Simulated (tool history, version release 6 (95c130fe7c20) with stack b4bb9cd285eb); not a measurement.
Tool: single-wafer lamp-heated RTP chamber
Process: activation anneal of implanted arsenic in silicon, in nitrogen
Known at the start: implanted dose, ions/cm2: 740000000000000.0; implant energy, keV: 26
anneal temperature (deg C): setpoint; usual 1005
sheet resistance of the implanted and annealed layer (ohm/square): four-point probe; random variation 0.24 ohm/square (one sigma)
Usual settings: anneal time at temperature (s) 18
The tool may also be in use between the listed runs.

| run | day | anneal temperature (deg C) | anneal time at temperature (s) | read-back reference wafer on the same gauge, sheet resistance | sheet resistance of the implanted and annealed layer (ohm/square) |
|---|---|---|---|---|---|
| 1 | 0.000 | 1005 | 18 | 132.03 | 156.33 |
|  | 1.667 | reflector plate cleaned |
| 2 | 2.167 | 1005 | 18 | 131.97 | 157.19 |
| 3 | 5.700 | 1005 | 18 | 131.90 | 156.27 |
| 4 | 9.158 | 1005 | 18 | 131.95 | 155.71 |
|  | 12.471 | pyrometer window cleaned and pyrometer calibrated |
| 5 | 12.492 | 1005 | 18 | 132.02 | 157.29 |
| 6 | 14.933 | 1005 | 18 | 132.04 | 156.99 |
| 7 | 17.550 | 1005 | 18 | 131.97 | 156.69 |
| 8 | 19.971 | 1005 | 18 | 132.00 | 156.66 |
| 9 | 23.358 | 1005 | 18 | 132.09 | 156.79 |
|  | 24.121 | reflector plate cleaned |
| 10 | 25.708 | 1005 | 18 | 131.99 | 156.65 |
| 11 | 28.379 | 1005 | 18 | 132.03 | 156.23 |
|  | 32.067 | pyrometer window cleaned and pyrometer calibrated |
| 12 | 32.088 | 1005 | 18 | 131.98 | 157.67 |
|  | 42.654 | reflector plate cleaned |
| 13 | 42.838 | 1005 | 18 | 131.91 | 157.39 |
| 14 | 47.046 | 1012 | 18 | 131.99 | 155.81 |
|  | 47.533 | gauge calibrated |
|  | 50.321 | pyrometer window cleaned and pyrometer calibrated |
| 15 | 50.721 | 1005 | 18 | 132.01 | 157.18 |
| 16 | 52.850 | 1005 | 18 | 132.03 | 157.74 |
| 17 | 54.367 | 1019 | 21 | 131.98 | 153.88 |
| 18 | 58.362 | 1035 | 18 | 132.00 | 152.32 |
| 19 | 60.383 | 976 | 18 | 131.92 | 160.85 |
| 20 | 63.800 | 1019 | 10 | 132.02 | 157.52 |
|  | 65.562 | reflector plate cleaned |
|  | 69.871 | pyrometer window cleaned and pyrometer calibrated |
| 21 | 74.292 | 1035 | 13 | 132.00 | 155.21 |
| 22 | 76.871 | 1005 | 10 | 131.98 | 160.94 |
| 23 | 80.567 | 1017 | 24 | 131.96 | 153.11 |
|  | 84.808 | reflector plate cleaned |
| 24 | 84.983 | 987 | 13 | 132.03 | 161.24 |
| 25 | 87.783 | 976 | 22 | 131.96 | 159.89 |
|  | 90.571 | pyrometer window cleaned and pyrometer calibrated |
| 26 | 91.854 | 1005 | 18 | 132.02 | 157.32 |
| 27 | 93.958 | 1013 | 18 | 132.01 | 156.31 |
| 28 | 96.521 | 1021 | 22 | 132.05 | 153.08 |
| 29 | 100.450 | 1005 | 18 | 131.99 | 156.39 |
| 30 | 103.746 | 1030 | 14 | 132.02 | 154.39 |

Hidden state or all else? Some run-to-run changes of sheet resistance of the implanted and annealed layer (ohm/square), split into what the settings, what came in and random variation would give without the hidden state, and what is left for the hidden state (with any gauge scatter that isn't in both results):
The hidden state here: true wafer temperature minus pyrometer reading, K; wafer temperature error from the tarnished reflector plate, K; gauge reads high (%).
Run 4 -> 5: pyrometer window cleaned and pyrometer calibrated. sheet resistance of the implanted and annealed layer (ohm/square) +1.58: hidden state +1.51, all else +0.07.
Run 18 -> 19: anneal temperature (deg C) 1035 -> 976. sheet resistance of the implanted and annealed layer (ohm/square) +8.53: hidden state -0.93, all else +9.46.
Run 20 -> 21: anneal temperature (deg C) 1019 -> 1035, anneal time at temperature (s) 10 -> 13, reflector plate cleaned, pyrometer window cleaned and pyrometer calibrated. sheet resistance of the implanted and annealed layer (ohm/square) -2.31: hidden state +1.06, all else -3.37.
Run 22 -> 23: anneal temperature (deg C) 1005 -> 1017, anneal time at temperature (s) 10 -> 24. sheet resistance of the implanted and annealed layer (ohm/square) -7.83: hidden state -0.21, all else -7.62.
Run 23 -> 24: anneal temperature (deg C) 1017 -> 987, anneal time at temperature (s) 24 -> 13, reflector plate cleaned. sheet resistance of the implanted and annealed layer (ohm/square) +8.13: hidden state +0.24, all else +7.89.
Run 25 -> 26: anneal temperature (deg C) 976 -> 1005, anneal time at temperature (s) 22 -> 18, pyrometer window cleaned and pyrometer calibrated. sheet resistance of the implanted and annealed layer (ohm/square) -2.57: hidden state +1.47, all else -4.04.
